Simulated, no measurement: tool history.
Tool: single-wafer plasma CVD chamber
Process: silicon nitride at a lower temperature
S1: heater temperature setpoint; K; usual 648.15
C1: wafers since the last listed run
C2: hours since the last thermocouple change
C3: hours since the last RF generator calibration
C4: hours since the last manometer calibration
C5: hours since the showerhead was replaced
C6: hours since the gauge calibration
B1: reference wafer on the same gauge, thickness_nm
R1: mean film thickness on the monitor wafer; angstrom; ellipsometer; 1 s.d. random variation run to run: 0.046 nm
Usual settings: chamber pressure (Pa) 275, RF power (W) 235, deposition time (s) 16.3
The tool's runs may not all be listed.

Run 1, hour 0.0: usual settings but S1 643.15 K, deposition time (s) 18.4; C1 0; C2 1532.2; C3 470.4; C4 971.0; C5 4510.3; C6 422.7; B1 15.809. Result: R1 198.62 angstrom.
Run 2, hour 26.4: usual settings; C1 658; C2 1558.6; C3 496.8; C4 997.4; C5 4536.7; C6 449.1; B1 15.795. Result: R1 175.42 angstrom.
Run 3, hour 128.4: usual settings; C1 2543; C2 1660.6; C3 598.8; C4 1099.4; C5 4638.7; C6 551.1; B1 15.814. Result: R1 175.20 angstrom.
Run 4, hour 160.0: usual settings but S1 653.15 K, RF power (W) 270; C1 787; C2 1692.2; C3 630.4; C4 1131.0; C5 4670.3; C6 582.7; B1 15.777. Result: R1 198.91 angstrom.
Run 5, hour 365.8: usual settings but S1 653.15 K, RF power (W) 270; C1 5131; C2 1898.0; C3 836.2; C4 1336.8; C5 4876.1; C6 788.5; B1 15.797. Result: R1 197.84 angstrom.
Run 6, hour 393.2: usual settings but S1 653.15 K, RF power (W) 270; C1 683; C2 1925.4; C3 863.6; C4 1364.2; C5 4903.5; C6 815.9; B1 15.787. Result: R1 198.14 angstrom.
Run 7, hour 458.4: usual settings; C1 1625; C2 1990.6; C3 928.8; C4 1429.4; C5 4968.7; C6 881.1; B1 15.801. Result: R1 174.64 angstrom.
Run 8, hour 486.7: usual settings; C1 705; C2 2018.9; C3 957.1; C4 1457.7; C5 4997.0; C6 909.4; B1 15.777. Result: R1 174.87 angstrom.
Run 9, hour 532.2: usual settings; C1 1134; C2 2064.4; C3 1002.6; C4 1503.2; C5 5042.5; C6 954.9; B1 15.794. Result: R1 174.16 angstrom.
At hour 567.2: showerhead replaced.
Run 10, hour 578.5: usual settings; C1 954; C2 2110.7; C3 1048.9; C4 1549.5; C5 11.3; C6 1001.2; B1 15.810. Result: R1 174.87 angstrom.
Run 11, hour 641.5: usual settings; C1 1570; C2 2173.7; C3 1111.9; C4 1612.5; C5 74.3; C6 1064.2; B1 15.791. Result: R1 174.68 angstrom.
At hour 701.0: RF generator calibrated.
Run 12, hour 701.5: usual settings but S1 638.15 K; C1 1296; C2 2233.7; C3 0.5; C4 1672.5; C5 134.3; C6 1124.2; B1 15.794. Result: R1 177.50 angstrom.
Run 13, hour 740.2: usual settings but S1 638.15 K; C1 964; C2 2272.4; C3 39.2; C4 1711.2; C5 173.0; C6 1162.9; B1 15.784. Result: R1 176.73 angstrom.
Run 14, hour 793.6: usual settings but S1 654.15 K; C1 1331; C2 2325.8; C3 92.6; C4 1764.6; C5 226.4; C6 1216.3; B1 15.803. Result: R1 176.07 angstrom.
Run 15, hour 854.6: usual settings but S1 654.15 K, chamber pressure (Pa) 225, RF power (W) 215, deposition time (s) 18.7; C1 1520; C2 2386.8; C3 153.6; C4 1825.6; C5 287.4; C6 1277.3; B1 15.812. Result: R1 170.33 angstrom.
Run 16, hour 891.3: usual settings but S1 633.15 K, chamber pressure (Pa) 209, RF power (W) 200, deposition time (s) 13.4; C1 915; C2 2423.5; C3 190.3; C4 1862.3; C5 324.1; C6 1314.0; B1 15.800. Result: R1 111.18 angstrom.
Run 17, hour 917.3: usual settings but RF power (W) 205, deposition time (s) 13.0; C1 648; C2 2449.5; C3 216.3; C4 1888.3; C5 350.1; C6 1340.0; B1 15.791. Result: R1 122.48 angstrom.
At hour 932.0: thermocouple changed; heater temperature recalibrated.
Run 18, hour 966.3: usual settings but S1 653.15 K, RF power (W) 270; C1 1022; C2 34.3; C3 265.3; C4 1937.3; C5 399.1; C6 1389.0; B1 15.798. Result: R1 200.10 angstrom.
At hour 987.5: capacitance manometer re-zeroed and calibrated.
At hour 994.1: gauge calibrated.
Run 19, hour 1010.7: usual settings but S1 644.15 K, chamber pressure (Pa) 207, RF power (W) 280, deposition time (s) 14.3; C1 907; C2 78.7; C3 309.7; C4 23.2; C5 443.5; C6 16.6; B1 15.799. Result: R1 163.42 angstrom.
Run 20, hour 1047.7: usual settings; C1 922; C2 115.7; C3 346.7; C4 60.2; C5 480.5; C6 53.6; B1 15.814. Result: R1 175.96 angstrom.
Run 21, hour 1081.9: usual settings but S1 640.15 K; C1 852; C2 149.9; C3 380.9; C4 94.4; C5 514.7; C6 87.8; B1 15.789. Result: R1 176.32 angstrom.
Run 22, hour 1153.3: usual settings but S1 654.15 K, chamber pressure (Pa) 225, RF power (W) 215, deposition time (s) 18.7; C1 1780; C2 221.3; C3 452.3; C4 165.8; C5 586.1; C6 159.2; B1 15.807. Result: R1 170.58 angstrom.
Run 23, hour 1182.3: usual settings but S1 637.15 K, deposition time (s) 18.4; C1 723; C2 250.3; C3 481.3; C4 194.8; C5 615.1; C6 188.2; B1 15.800. Result: R1 199.34 angstrom.
Run 24, hour 1248.3: usual settings but S1 637.15 K, RF power (W) 255; C1 1645; C2 316.3; C3 547.3; C4 260.8; C5 681.1; C6 254.2; B1 15.802. Result: R1 190.53 angstrom.
Run 25, hour 1277.9: usual settings but chamber pressure (Pa) 209; C1 738; C2 345.9; C3 576.9; C4 290.4; C5 710.7; C6 283.8; B1 15.799. Result: R1 158.78 angstrom.
Run 26, hour 1320.0: usual settings but S1 634.15 K, chamber pressure (Pa) 223, deposition time (s) 13.6; C1 1049; C2 388.0; C3 619.0; C4 332.5; C5 752.8; C6 325.9; B1 15.808. Result: R1 135.92 angstrom.
Run 27, hour 1344.9: usual settings but deposition time (s) 15.4; C1 620; C2 412.9; C3 643.9; C4 357.4; C5 777.7; C6 350.8; B1 15.790. Result: R1 165.61 angstrom.
Run 28, hour 1382.1: usual settings; C1 927; C2 450.1; C3 681.1; C4 394.6; C5 814.9; C6 388.0; B1 15.797. Result: R1 174.85 angstrom.
Run 29, hour 1429.7: usual settings but RF power (W) 215, deposition time (s) 17.7; C1 1186; C2 497.7; C3 728.7; C4 442.2; C5 862.5; C6 435.6; B1 15.811. Result: R1 174.02 angstrom.

Alternative continuations, all from the tool just after run 29; predict every row:
Run A, hour 1430.1: usual settings; C1 9; C2 498.1; C3 729.1; C4 442.6; C5 862.9; C6 436.0; B1 ?. Result: R1 ?.
Run B, hour 1430.1: usual settings but chamber pressure (Pa) 223; C1 9; C2 498.1; C3 729.1; C4 442.6; C5 862.9; C6 436.0; B1 ?. Result: R1 ?.
Run C, hour 1430.1: usual settings but S1 641.15 K, RF power (W) 220; C1 9; C2 498.1; C3 729.1; C4 442.6; C5 862.9; C6 436.0; B1 ?. Result: R1 ?.

run      B1      R1
  A  15.807  175.63
  B  15.807  162.51
  C  15.807  164.67
Had the tool no hidden state, the same runs would have come out as:
run      R1
  A  177.44
  B  164.18
  C  166.45
